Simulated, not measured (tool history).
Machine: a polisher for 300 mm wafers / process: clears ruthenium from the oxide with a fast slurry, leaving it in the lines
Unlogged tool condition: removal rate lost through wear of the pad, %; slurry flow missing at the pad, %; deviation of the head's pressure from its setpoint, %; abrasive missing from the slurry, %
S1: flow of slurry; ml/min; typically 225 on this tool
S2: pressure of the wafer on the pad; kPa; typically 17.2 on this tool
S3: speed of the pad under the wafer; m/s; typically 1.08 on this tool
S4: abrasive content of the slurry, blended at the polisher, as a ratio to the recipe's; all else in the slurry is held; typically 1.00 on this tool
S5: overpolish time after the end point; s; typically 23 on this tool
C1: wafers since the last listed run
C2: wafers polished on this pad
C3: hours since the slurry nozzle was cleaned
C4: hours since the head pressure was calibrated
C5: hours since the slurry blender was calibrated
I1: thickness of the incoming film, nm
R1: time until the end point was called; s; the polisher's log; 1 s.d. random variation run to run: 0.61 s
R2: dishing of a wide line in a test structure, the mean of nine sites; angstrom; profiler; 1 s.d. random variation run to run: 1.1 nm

{"run": 1, "hour": 0.0, "S1": 225, "S2": 17.2, "S3": 1.08, "S4": 1.0, "S5": 23, "C1": 0, "C2": 338, "C3": 502.5, "C4": 1086.2, "C5": 288.4, "I1": 143.0, "R1": 41.6, "R2": 600}
{"run": 2, "hour": 12.0, "S1": 225, "S2": 17.2, "S3": 1.08, "S4": 1.0, "S5": 23, "C1": 119, "C2": 457, "C3": 514.5, "C4": 1098.2, "C5": 300.4, "I1": 142.4, "R1": 43.6, "R2": 589}
{"run": 3, "hour": 19.3, "S1": 225, "S2": 17.2, "S3": 0.94, "S4": 1.0, "S5": 23, "C1": 72, "C2": 529, "C3": 521.8, "C4": 1105.5, "C5": 307.7, "I1": 138.6, "R1": 45.3, "R2": 524}
{"run": 4, "hour": 34.9, "S1": 270, "S2": 17.2, "S3": 1.08, "S4": 1.0, "S5": 23, "C1": 154, "C2": 684, "C3": 537.4, "C4": 1121.1, "C5": 323.3, "I1": 141.8, "R1": 43.8, "R2": 572}
{"run": 5, "hour": 44.6, "S1": 270, "S2": 17.2, "S3": 1.08, "S4": 1.0, "S5": 23, "C1": 96, "C2": 780, "C3": 547.1, "C4": 1130.8, "C5": 333.0, "I1": 140.1, "R1": 44.4, "R2": 585}
{"run": 6, "hour": 51.5, "S1": 225, "S2": 17.2, "S3": 1.08, "S4": 1.0, "S5": 23, "C1": 68, "C2": 849, "C3": 554.0, "C4": 1137.7, "C5": 339.9, "I1": 138.4, "R1": 43.4, "R2": 566}
{"run": 7, "hour": 63.7, "S1": 225, "S2": 17.2, "S3": 1.08, "S4": 1.0, "S5": 23, "C1": 121, "C2": 970, "C3": 566.2, "C4": 1149.9, "C5": 352.1, "I1": 139.7, "R1": 44.6, "R2": 554}
{"run": 8, "hour": 81.6, "S1": 225, "S2": 17.2, "S3": 1.08, "S4": 1.0, "S5": 23, "C1": 177, "C2": 1147, "C3": 584.1, "C4": 1167.8, "C5": 370.0, "I1": 137.9, "R1": 47.3, "R2": 535}
{"run": 9, "hour": 88.4, "S1": 225, "S2": 17.2, "S3": 0.78, "S4": 1.0, "S5": 23, "C1": 67, "C2": 1215, "C3": 590.9, "C4": 1174.6, "C5": 376.8, "I1": 141.1, "R1": 57.8, "R2": 443}
{"run": 10, "hour": 98.1, "S1": 225, "S2": 17.2, "S3": 0.78, "S4": 1.0, "S5": 23, "C1": 96, "C2": 1311, "C3": 600.6, "C4": 1184.3, "C5": 386.5, "I1": 138.6, "R1": 61.4, "R2": 443}
{"hour": 104.3, "done": "worn pad replaced by a new one"}
{"run": 11, "hour": 108.5, "S1": 225, "S2": 17.2, "S3": 1.08, "S4": 1.0, "S5": 23, "C1": 63, "C2": 41, "C3": 611.0, "C4": 1194.7, "C5": 396.9, "I1": 139.7, "R1": 46.8, "R2": 547}
{"run": 12, "hour": 123.2, "S1": 225, "S2": 17.2, "S3": 1.08, "S4": 1.0, "S5": 23, "C1": 145, "C2": 187, "C3": 625.7, "C4": 1209.4, "C5": 411.6, "I1": 141.5, "R1": 46.3, "R2": 554}
{"hour": 129.4, "done": "slurry blender recalibrated"}
{"hour": 132.7, "done": "head pressure recalibrated"}
{"run": 13, "hour": 153.6, "S1": 225, "S2": 17.2, "S3": 1.08, "S4": 1.1, "S5": 23, "C1": 261, "C2": 449, "C3": 656.1, "C4": 20.9, "C5": 24.2, "I1": 138.5, "R1": 33.7, "R2": 677}
{"run": 14, "hour": 166.9, "S1": 170, "S2": 17.2, "S3": 0.98, "S4": 0.85, "S5": 27, "C1": 131, "C2": 581, "C3": 669.4, "C4": 34.2, "C5": 37.5, "I1": 137.5, "R1": 43.4, "R2": 640}
{"run": 15, "hour": 177.5, "S1": 290, "S2": 15.9, "S3": 1.08, "S4": 1.0, "S5": 13, "C1": 105, "C2": 686, "C3": 680.0, "C4": 44.8, "C5": 48.1, "I1": 139.6, "R1": 38.4, "R2": 368}
{"run": 16, "hour": 188.2, "S1": 275, "S2": 17.2, "S3": 1.08, "S4": 1.0, "S5": 13, "C1": 106, "C2": 792, "C3": 690.7, "C4": 55.5, "C5": 58.8, "I1": 141.3, "R1": 36.9, "R2": 408}
{"run": 17, "hour": 196.7, "S1": 225, "S2": 17.2, "S3": 1.08, "S4": 1.0, "S5": 23, "C1": 84, "C2": 876, "C3": 699.2, "C4": 64.0, "C5": 67.3, "I1": 139.6, "R1": 37.9, "R2": 628}
{"run": 18, "hour": 209.0, "S1": 265, "S2": 17.2, "S3": 1.08, "S4": 1.0, "S5": 11, "C1": 122, "C2": 999, "C3": 711.5, "C4": 76.3, "C5": 79.6, "I1": 139.2, "R1": 37.7, "R2": 325}
{"run": 19, "hour": 215.5, "S1": 225, "S2": 14.5, "S3": 1.08, "S4": 1.0, "S5": 23, "C1": 64, "C2": 1063, "C3": 718.0, "C4": 82.8, "C5": 86.1, "I1": 139.7, "R1": 43.5, "R2": 539}
{"run": 20, "hour": 223.7, "S1": 225, "S2": 17.2, "S3": 1.08, "S4": 1.0, "S5": 30, "C1": 81, "C2": 1144, "C3": 726.2, "C4": 91.0, "C5": 94.3, "I1": 139.8, "R1": 40.7, "R2": 739}
{"hour": 231.2, "done": "worn pad replaced by a new one"}
{"run": 21, "hour": 235.7, "S1": 280, "S2": 17.2, "S3": 1.08, "S4": 1.2, "S5": 23, "C1": 79, "C2": 44, "C3": 738.2, "C4": 103.0, "C5": 106.3, "I1": 142.5, "R1": 33.5, "R2": 750}
{"hour": 276.5, "done": "slurry nozzle cleaned"}
{"run": 22, "hour": 285.8, "S1": 225, "S2": 17.2, "S3": 0.74, "S4": 1.0, "S5": 16, "C1": 487, "C2": 531, "C3": 9.3, "C4": 153.1, "C5": 156.4, "I1": 138.0, "R1": 46.8, "R2": 379}
{"run": 23, "hour": 299.9, "S1": 175, "S2": 17.2, "S3": 1.08, "S4": 1.15, "S5": 19, "C1": 139, "C2": 671, "C3": 23.4, "C4": 167.2, "C5": 170.5, "I1": 137.2, "R1": 38.1, "R2": 539}
{"run": 24, "hour": 313.0, "S1": 225, "S2": 17.2, "S3": 1.08, "S4": 1.0, "S5": 23, "C1": 129, "C2": 801, "C3": 36.5, "C4": 180.3, "C5": 183.6, "I1": 137.9, "R1": 40.1, "R2": 627}
{"run": 25, "hour": 325.3, "S1": 225, "S2": 20.7, "S3": 1.08, "S4": 1.0, "S5": 14, "C1": 122, "C2": 923, "C3": 48.8, "C4": 192.6, "C5": 195.9, "I1": 142.7, "R1": 37.4, "R2": 422}
{"run": 26, "hour": 338.9, "S1": 270, "S2": 17.2, "S3": 1.08, "S4": 1.0, "S5": 23, "C1": 134, "C2": 1058, "C3": 62.4, "C4": 206.2, "C5": 209.5, "I1": 139.4, "R1": 41.3, "R2": 603}
{"run": 27, "hour": 346.7, "S1": 225, "S2": 17.2, "S3": 1.38, "S4": 1.25, "S5": 23, "C1": 77, "C2": 1135, "C3": 70.2, "C4": 214.0, "C5": 217.3, "I1": 137.9, "R1": 31.5, "R2": 737}

3 ways to go on from here, each from the tool as it stands after run 27. What would each give?
{"run": "A", "hour": 347.1, "S1": 225, "S2": 17.2, "S3": 1.08, "S4": 1.0, "S5": 23, "C1": 3, "C2": 1139, "C3": 70.6, "C4": 214.4, "C5": 217.7, "I1": 142.4, "R1": "?", "R2": "?"}
{"run": "B", "hour": 347.1, "S1": 225, "S2": 20.7, "S3": 1.08, "S4": 1.0, "S5": 23, "C1": 3, "C2": 1139, "C3": 70.6, "C4": 214.4, "C5": 217.7, "I1": 142.4, "R1": "?", "R2": "?"}
{"run": "C", "hour": 347.1, "S1": 145, "S2": 17.2, "S3": 1.08, "S4": 1.0, "S5": 23, "C1": 3, "C2": 1139, "C3": 70.6, "C4": 214.4, "C5": 217.7, "I1": 142.4, "R1": "?", "R2": "?"}

run=A R1=43.3 R2=584
run=B R1=38.2 R2=651
run=C R1=46.6 R2=548
With no hidden state in the tool, these same runs would have given:
run=A R1=35.1 R2=699
run=B R1=31.0 R2=776
run=C R1=37.8 R2=657

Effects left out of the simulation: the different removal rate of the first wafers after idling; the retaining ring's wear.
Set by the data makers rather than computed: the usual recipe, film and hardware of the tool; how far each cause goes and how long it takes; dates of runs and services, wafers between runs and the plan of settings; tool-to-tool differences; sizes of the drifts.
